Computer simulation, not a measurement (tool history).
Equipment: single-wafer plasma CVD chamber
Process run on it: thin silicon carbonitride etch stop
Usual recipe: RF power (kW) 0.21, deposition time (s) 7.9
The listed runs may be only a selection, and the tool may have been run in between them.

run     day  RF power (kW)  deposition time (s)  read-back reference wafer on the same gauge, thickness_nm  mean film thickness on the monitor wafer (angstrom)
  1       0           0.21                 7.28                                                       4.97                                                 38.2
  2   1.133           0.24                  7.9                                                      4.969                                                42.69
  3   2.371           0.24                  7.9                                                       4.97                                                42.61
  4   4.958           0.24                  7.9                                                      4.967                                                42.43
  5   5.962           0.21                  7.9                                                       4.97                                                41.48
  6   8.529           0.21                  7.9                                                      4.974                                                41.61
      8.629  -- gauge calibrated
  7  10.258           0.24                 9.12                                                       4.97                                                48.96
  8  12.625           0.21                  7.9                                                      4.971                                                 41.4
     14.704  -- RF generator calibrated
  9  15.192           0.21                  7.9                                                      4.968                                                42.05
 10  18.083           0.21                  7.9                                                      4.969                                                42.04
 11    20.1           0.21                  7.9                                                      4.971                                                41.77
 12  21.267           0.21                  7.9                                                      4.972                                                41.95
 13  22.704          0.185                 9.09                                                      4.971                                                47.18
     25.183  -- showerhead replaced
 14  25.204           0.24                 9.12                                                      4.971                                                49.41
 15  26.729           0.19                 7.32                                                      4.968                                                38.15
 16  28.108          0.185                 6.86                                                      4.969                                                35.61
 17  30.788           0.21                  7.9                                                      4.972                                                 41.8
 18  33.483          0.185                 6.69                                                      4.971                                                34.84
 19   35.75          0.175                 7.25                                                      4.969                                                37.37
 20  36.788           0.21                 6.52                                                      4.969                                                34.44
 21  38.962           0.21                  7.9                                                       4.97                                                41.91
 22  40.154           0.21                 7.04                                                      4.971                                                37.25
 23  42.567          0.175                 7.43                                                      4.966                                                 38.2
 24  44.404           0.19                 7.32                                                      4.973                                                38.09
 25  46.538           0.21                 8.96                                                      4.968                                                47.31
     48.129  -- thermocouple changed; heater temperature recalibrated
 26  48.875           0.21                  7.9                                                       4.97                                                41.83
 27  51.688          0.225                 6.35                                                       4.97                                                33.96
 28  53.208          0.225                 8.51                                                      4.971                                                45.38
 29  55.371           0.21                  7.9                                                      4.967                                                41.62
 30  56.717          0.185                 9.09                                                       4.97                                                46.93
 31  58.562           0.21                 8.78                                                       4.97                                                46.35
 32  59.912           0.21                  7.9                                                       4.97                                                 41.7
 33      61           0.18                 8.89                                                      4.973                                                45.73
 34  62.254          0.235                  7.9                                                      4.971                                                 42.4
 35  64.217           0.25                  7.9                                                      4.973                                                42.77
 36  67.146           0.21                  7.9                                                      4.968                                                41.61

Forecast each of these 3 alternatives for the next run:
  A  67.162           0.21                  7.9                                                          ?                                                    ?
  B  67.162           0.17                 6.71                                                          ?                                                    ?
  C  67.162           0.21                 9.14                                                          ?                                                    ?

run  read-back reference wafer on the same gauge, thickness_nm  mean film thickness on the monitor wafer (angstrom)
  A                                                      4.968                                                41.74
  B                                                      4.968                                                34.31
  C                                                      4.968                                                48.29
With no hidden state in the tool, these same runs would have given:
run  mean film thickness on the monitor wafer (angstrom)
  A                                                42.22
  B                                                34.71
  C                                                48.85
